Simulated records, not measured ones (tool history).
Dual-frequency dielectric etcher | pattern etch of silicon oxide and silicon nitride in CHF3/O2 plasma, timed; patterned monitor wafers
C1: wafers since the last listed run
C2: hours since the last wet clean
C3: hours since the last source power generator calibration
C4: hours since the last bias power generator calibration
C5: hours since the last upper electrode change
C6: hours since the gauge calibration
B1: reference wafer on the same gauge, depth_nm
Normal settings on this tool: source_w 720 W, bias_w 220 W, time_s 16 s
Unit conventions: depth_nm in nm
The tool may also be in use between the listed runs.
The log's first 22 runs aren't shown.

{"run": 23, "hour": 1312.6, "source_w": 720, "bias_w": 220, "time_s": 16, "C1": 2574, "C2": 305.2, "C3": 219.9, "C4": 1029.3, "C5": 1026.2, "C6": 1272.2, "B1": 24.13, "depth_nm": 26.75}
{"run": 24, "hour": 1382.2, "source_w": 550, "bias_w": 220, "time_s": 14, "C1": 1313, "C2": 374.8, "C3": 289.5, "C4": 1098.9, "C5": 1095.8, "C6": 1341.8, "B1": 24.11, "depth_nm": 20.18}
{"run": 25, "hour": 1453.6, "source_w": 720, "bias_w": 262, "time_s": 16, "C1": 1347, "C2": 446.2, "C3": 360.9, "C4": 1170.3, "C5": 1167.2, "C6": 1413.2, "B1": 24.12, "depth_nm": 29.83}
{"run": 26, "hour": 1496.2, "source_w": 720, "bias_w": 220, "time_s": 16, "C1": 803, "C2": 488.8, "C3": 403.5, "C4": 1212.9, "C5": 1209.8, "C6": 1455.8, "B1": 24.11, "depth_nm": 26.58}
{"hour": 1529.4, "done": "gauge calibrated"}
{"hour": 1542.2, "done": "wet clean of the chamber"}
{"run": 27, "hour": 1542.7, "source_w": 620, "bias_w": 258, "time_s": 19, "C1": 424, "C2": 0.5, "C3": 450, "C4": 1259.4, "C5": 1256.3, "C6": 13.3, "B1": 24.09, "depth_nm": 32.61}
{"run": 28, "hour": 1586.6, "source_w": 720, "bias_w": 220, "time_s": 16, "C1": 828, "C2": 44.4, "C3": 493.9, "C4": 1303.3, "C5": 1300.2, "C6": 57.2, "B1": 24.11, "depth_nm": 26.66}
{"run": 29, "hour": 1635.0, "source_w": 720, "bias_w": 183, "time_s": 19, "C1": 913, "C2": 92.8, "C3": 542.3, "C4": 1351.7, "C5": 1348.6, "C6": 105.6, "B1": 24.09, "depth_nm": 27.47}
{"run": 30, "hour": 1847.9, "source_w": 630, "bias_w": 255, "time_s": 18, "C1": 4017, "C2": 305.7, "C3": 755.2, "C4": 1564.6, "C5": 1561.5, "C6": 318.5, "B1": 24.12, "depth_nm": 31.14}

Branching from run 30: 3 alternative next runs. What would each branch give?
{"run": "A", "hour": 1848.3, "source_w": 720, "bias_w": 220, "time_s": 16, "C1": 7, "C2": 306.1, "C3": 755.6, "C4": 1565, "C5": 1561.9, "C6": 318.9, "B1": "?", "depth_nm": "?"}
{"run": "B", "hour": 1848.3, "source_w": 670, "bias_w": 220, "time_s": 16, "C1": 7, "C2": 306.1, "C3": 755.6, "C4": 1565, "C5": 1561.9, "C6": 318.9, "B1": "?", "depth_nm": "?"}
{"run": "C", "hour": 1848.3, "source_w": 720, "bias_w": 260, "time_s": 18.5, "C1": 7, "C2": 306.1, "C3": 755.6, "C4": 1565, "C5": 1561.9, "C6": 318.9, "B1": "?", "depth_nm": "?"}

run=A B1=24.13 depth_nm=26.6
run=B B1=24.13 depth_nm=25.64
run=C B1=24.13 depth_nm=34.53
Without the tool's hidden state the same runs would have given:
run=A depth_nm=25.81
run=B depth_nm=24.88
run=C depth_nm=33.44
